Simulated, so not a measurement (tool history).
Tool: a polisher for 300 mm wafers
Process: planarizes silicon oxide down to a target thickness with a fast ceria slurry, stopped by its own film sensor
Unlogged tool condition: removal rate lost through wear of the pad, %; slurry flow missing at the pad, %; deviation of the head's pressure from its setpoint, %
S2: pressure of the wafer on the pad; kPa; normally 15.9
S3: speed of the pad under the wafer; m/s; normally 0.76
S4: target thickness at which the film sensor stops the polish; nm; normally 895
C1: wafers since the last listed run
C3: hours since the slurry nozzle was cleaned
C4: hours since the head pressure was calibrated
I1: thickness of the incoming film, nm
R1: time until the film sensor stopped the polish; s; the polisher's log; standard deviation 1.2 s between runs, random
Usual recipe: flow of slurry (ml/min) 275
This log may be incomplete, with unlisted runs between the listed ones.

Run 1, hour 0.0: usual settings; C1 0; wafers polished on this pad 859; C3 549.4; C4 437.0; I1 1562.5. Result: R1 69.2 s.
At hour 99.8: slurry nozzle cleaned.
Run 2, hour 103.0: usual settings but S3 0.68 m/s; C1 1127; wafers polished on this pad 1987; C3 3.2; C4 540.0; I1 1567.6. Result: R1 71.8 s.
Run 3, hour 175.3: usual settings but S3 0.68 m/s; C1 799; wafers polished on this pad 2786; C3 75.5; C4 612.3; I1 1563.3. Result: R1 69.1 s.
At hour 200.9: worn pad replaced by a new one.
Run 4, hour 216.0: usual settings; C1 405; wafers polished on this pad 166; C3 116.2; C4 653.0; I1 1580.9. Result: R1 66.8 s.
Run 5, hour 302.0: usual settings; C1 950; wafers polished on this pad 1117; C3 202.2; C4 739.0; I1 1568.2. Result: R1 63.3 s.
At hour 524.4: worn pad replaced by a new one.
Run 6, hour 580.4: usual settings; C1 3034; wafers polished on this pad 619; C3 480.6; C4 1017.4; I1 1561.6. Result: R1 65.7 s.
Run 7, hour 620.2: usual settings; C1 440; wafers polished on this pad 1059; C3 520.4; C4 1057.2; I1 1562.0. Result: R1 68.9 s.
At hour 714.9: head pressure recalibrated.
Run 8, hour 728.0: usual settings; C1 1169; wafers polished on this pad 2229; C3 628.2; C4 13.1; I1 1593.3. Result: R1 75.7 s.
At hour 773.2: worn pad replaced by a new one.
Run 9, hour 779.5: usual settings but flow of slurry (ml/min) 230, S2 17.2 kPa; C1 525; wafers polished on this pad 69; C3 679.7; C4 64.6; I1 1562.7. Result: R1 72.9 s.
At hour 796.4: slurry nozzle cleaned.
Run 10, hour 880.5: usual settings but S2 17.9 kPa, S3 1.00 m/s, S4 1009 nm; C1 1105; wafers polished on this pad 1175; C3 84.1; C4 165.6; I1 1589.8. Result: R1 42.3 s.
Run 11, hour 957.9: usual settings but S2 11.7 kPa, S3 0.88 m/s, S4 663 nm; C1 855; wafers polished on this pad 2031; C3 161.5; C4 243.0; I1 1549.6. Result: R1 104.7 s.
At hour 1054.4: worn pad replaced by a new one.
Run 12, hour 1065.7: usual settings but S3 0.84 m/s; C1 1147; wafers polished on this pad 124; C3 269.3; C4 350.8; I1 1581.1. Result: R1 61.7 s.
Run 13, hour 1116.9: usual settings; C1 566; wafers polished on this pad 690; C3 320.5; C4 402.0; I1 1548.4. Result: R1 63.2 s.
Run 14, hour 1236.1: usual settings but flow of slurry (ml/min) 215, S2 20.7 kPa, S3 0.82 m/s, S4 801 nm; C1 1318; wafers polished on this pad 2008; C3 439.7; C4 521.2; I1 1557.1. Result: R1 56.1 s.
Run 15, hour 1297.8: usual settings but flow of slurry (ml/min) 360, S4 729 nm; C1 682; wafers polished on this pad 2691; C3 501.4; C4 582.9; I1 1594.3. Result: R1 86.0 s.
At hour 1345.0: worn pad replaced by a new one.
Run 16, hour 1375.5: usual settings; C1 814; wafers polished on this pad 337; C3 579.1; C4 660.6; I1 1567.3. Result: R1 70.0 s.
At hour 1400.7: slurry nozzle cleaned.
Run 17, hour 1431.8: usual settings but S4 1066 nm; C1 611; wafers polished on this pad 948; C3 31.1; C4 716.9; I1 1592.1. Result: R1 49.4 s.

What if the next run were any one of these 4? Each begins from the tool's condition after run 17:
Run A, hour 1432.2: usual settings; C1 4; wafers polished on this pad 953; C3 31.5; C4 717.3; I1 1571.0. Result: R1 ?.
Run B, hour 1432.2: usual settings but S3 0.56 m/s; C1 4; wafers polished on this pad 953; C3 31.5; C4 717.3; I1 1571.0. Result: R1 ?.
Run C, hour 1432.2: usual settings but flow of slurry (ml/min) 230, S2 20.7 kPa, S3 0.68 m/s, S4 980 nm; C1 4; wafers polished on this pad 953; C3 31.5; C4 717.3; I1 1571.0. Result: R1 ?.
Run D, hour 1432.2: usual settings but flow of slurry (ml/min) 345, S2 20.0 kPa, S4 1083 nm; C1 4; wafers polished on this pad 953; C3 31.5; C4 717.3; I1 1571.0. Result: R1 ?.

run    R1
  A  66.2
  B  80.1
  C  48.7
  D  37.0
Without the tool's unlogged condition, the same runs would have read:
run    R1
  A  65.9
  B  79.8
  C  48.5
  D  36.9
